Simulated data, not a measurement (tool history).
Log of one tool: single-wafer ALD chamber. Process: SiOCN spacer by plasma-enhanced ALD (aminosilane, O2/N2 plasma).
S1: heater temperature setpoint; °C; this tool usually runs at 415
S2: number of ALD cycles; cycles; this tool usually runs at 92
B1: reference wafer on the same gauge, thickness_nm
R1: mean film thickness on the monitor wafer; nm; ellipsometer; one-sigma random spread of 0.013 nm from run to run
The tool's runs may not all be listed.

| run | hour | S1 | S2 | B1 | R1 |
|---|---|---|---|---|---|
| 1 | 0 | 419 | 92 | 5.864 | 5.347 |
| 2 | 60.3 | 419 | 92 | 5.866 | 5.351 |
| 3 | 95.3 | 415 | 88 | 5.87 | 5.199 |
| 4 | 166.8 | 415 | 88 | 5.866 | 5.19 |
| 5 | 192.7 | 423 | 102 | 5.873 | 5.846 |
| 6 | 262.6 | 423 | 102 | 5.862 | 5.866 |
| 7 | 331.2 | 423 | 102 | 5.863 | 5.852 |
| 8 | 373.1 | 422 | 97 | 5.869 | 5.565 |
| 9 | 434.1 | 422 | 97 | 5.866 | 5.575 |
| 10 | 476.5 | 422 | 92 | 5.865 | 5.301 |
| 11 | 530.9 | 425 | 92 | 5.873 | 5.249 |
| 12 | 683.5 | 415 | 92 | 5.87 | 5.432 |
| 13 | 730.8 | 410 | 92 | 5.865 | 5.552 |
| 14 | 762.3 | 415 | 92 | 5.867 | 5.423 |
| 15 | 795.8 | 415 | 92 | 5.869 | 5.446 |
| 16 | 839.5 | 415 | 92 | 5.867 | 5.436 |
| 17 | 877.2 | 415 | 105 | 5.87 | 6.212 |
| 18 | 1089.7 | 403 | 101 | 5.871 | 6.222 |
| 19 | 1195.6 | 403 | 74 | 5.87 | 4.53 |
| 20 | 1257 | 410 | 97 | 5.87 | 5.837 |
| 21 | 1303.1 | 415 | 87 | 5.875 | 5.134 |
| 22 | 1334.9 | 419 | 80 | 5.865 | 4.652 |
| 23 | 1385.8 | 404 | 77 | 5.869 | 4.737 |
| 24 | 1421.3 | 428 | 80 | 5.867 | 4.498 |
| 25 | 1451.5 | 415 | 92 | 5.87 | 5.449 |
| 26 | 1508.2 | 415 | 92 | 5.871 | 5.423 |
| 27 | 1543.3 | 415 | 92 | 5.869 | 5.417 |
| 28 | 1577.2 | 410 | 104 | 5.874 | 6.25 |
| 29 | 1646.1 | 415 | 92 | 5.868 | 5.435 |
| 30 | 1769.1 | 427 | 97 | 5.866 | 5.483 |
| 31 | 1829.1 | 406 | 107 | 5.869 | 6.494 |
| 32 | 1856 | 415 | 105 | 5.864 | 6.185 |
| 33 | 1888.8 | 415 | 92 | 5.864 | 5.416 |

Between the runs listed above, the log contained 2 entries, not reproduced here. Where in the sequence does each belong, and how does what the log doesn't record of the tool's condition differ from the listed run before to the listed run after?
Runs 11 to 12: thermocouple changed; heater temperature recalibrated (hour 589)
  no difference in the tool's unlogged condition between these two runs
Runs 12 to 13: gauge calibrated (hour 695.2)
  no difference in the tool's unlogged condition between these two runs
